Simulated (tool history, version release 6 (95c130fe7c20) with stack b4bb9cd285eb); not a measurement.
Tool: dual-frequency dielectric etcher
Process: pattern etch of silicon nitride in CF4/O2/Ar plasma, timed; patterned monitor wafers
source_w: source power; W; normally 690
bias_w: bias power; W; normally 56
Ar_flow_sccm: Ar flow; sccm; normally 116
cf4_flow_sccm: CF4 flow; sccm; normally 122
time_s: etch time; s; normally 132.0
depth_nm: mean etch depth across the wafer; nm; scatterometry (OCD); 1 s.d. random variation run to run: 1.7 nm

run,day,source_w,bias_w,Ar_flow_sccm,cf4_flow_sccm,time_s,wafers since the last listed run,hours since the last wet clean,hours since the last source power generator calibration,hours since the last bias power generator calibration,hours since the last Ar flow controller change,hours since the last CF4 flow controller change,hours since the last upper electrode change,hours since the gauge calibration,"read-back reference wafer on the same gauge, depth_nm",depth_nm
1,0.000,690,56,116,139,132.0,0,289.1,1113.0,3203.1,1575.3,1465.7,2204.0,133.6,327.8,353.9
2,4.233,690,56,116,139,132.0,581,390.7,1214.6,3304.7,1676.9,1567.3,2305.6,235.2,328.2,356.5
# day 6.525: wet clean of the chamber
3,7.233,690,56,130,122,132.0,274,17.0,1286.6,3376.7,1748.9,1639.3,2377.6,307.2,328.6,342.2
4,10.608,780,56,116,122,132.0,463,98.0,1367.6,3457.7,1829.9,1720.3,2458.6,388.2,328.3,392.9
5,13.071,780,56,116,122,132.0,338,157.1,1426.7,3516.8,1889.0,1779.4,2517.7,447.3,328.1,394.0
6,15.996,690,56,116,122,132.0,401,227.3,1496.9,3587.0,1959.2,1849.6,2587.9,517.5,328.1,344.5
7,18.379,690,56,116,122,132.0,327,284.5,1554.1,3644.2,2016.4,1906.8,2645.1,574.7,327.8,347.6
8,21.671,690,56,116,122,132.0,452,363.5,1633.1,3723.2,2095.4,1985.8,2724.1,653.7,328.4,347.0
# day 23.762: bias power generator calibrated
9,25.296,750,56,116,122,132.0,475,450.5,1720.1,36.8,2182.4,2072.8,2811.1,740.7,327.8,380.7
# day 26.333: wet clean of the chamber
10,27.062,690,56,134,139,110.5,105,17.5,1762.5,79.2,2224.8,2115.2,2853.5,783.1,328.4,290.2
11,29.242,530,56,95,146,153.0,299,69.8,1814.8,131.5,2277.1,2167.5,2905.8,835.4,327.8,320.8
# day 31.333: upper electrode replaced, of another model than before
12,31.908,690,56,116,122,150.5,229,133.8,1878.8,195.5,2341.1,2231.5,13.8,899.4,327.7,383.6
# day 32.308: CF4 flow controller replaced
# day 32.800: Ar flow controller replaced
13,35.800,690,56,116,122,103.5,466,227.2,1972.2,288.9,72.0,83.8,107.2,992.8,327.4,264.7
# day 36.054: source power generator calibrated
14,39.283,690,56,116,122,132.0,455,310.8,77.5,372.5,155.6,167.4,190.8,1076.4,327.5,366.5
# day 41.912: gauge calibrated
# day 42.646: wet clean of the chamber
15,43.654,820,47,116,122,161.5,463,24.2,182.4,477.4,260.5,272.3,295.7,41.8,328.2,499.1
16,48.117,600,52,116,122,117.5,613,131.3,289.5,584.5,367.6,379.4,402.8,148.9,327.3,246.7
17,52.388,690,56,116,139,132.0,586,233.8,392.0,687.0,470.1,481.9,505.3,251.4,327.5,365.2
18,56.683,820,47,116,122,161.5,590,336.9,495.1,790.1,573.2,585.0,608.4,354.5,328.2,486.3
19,59.304,690,56,116,139,132.0,360,399.8,558.0,853.0,636.1,647.9,671.3,417.4,328.0,362.1

Below are 4 alternative next runs, each starting from the tool's condition after run 19. Predict each:
A,59.325,690,56,116,122,132.0,2,400.3,558.5,853.5,636.6,648.4,671.8,417.9,?,?
B,59.325,590,56,116,96,132.0,2,400.3,558.5,853.5,636.6,648.4,671.8,417.9,?,?
C,59.325,690,56,116,122,119.5,2,400.3,558.5,853.5,636.6,648.4,671.8,417.9,?,?
D,59.325,690,48,116,122,107.0,2,400.3,558.5,853.5,636.6,648.4,671.8,417.9,?,?

run,"read-back reference wafer on the same gauge, depth_nm",depth_nm
A,328.2,353.1
B,328.2,265.2
C,328.2,319.7
D,328.2,257.7
Take away the tool's hidden state, keep each run's random variation, and the runs would have read:
run,depth_nm
A,365.4
B,274.3
C,330.8
D,266.7
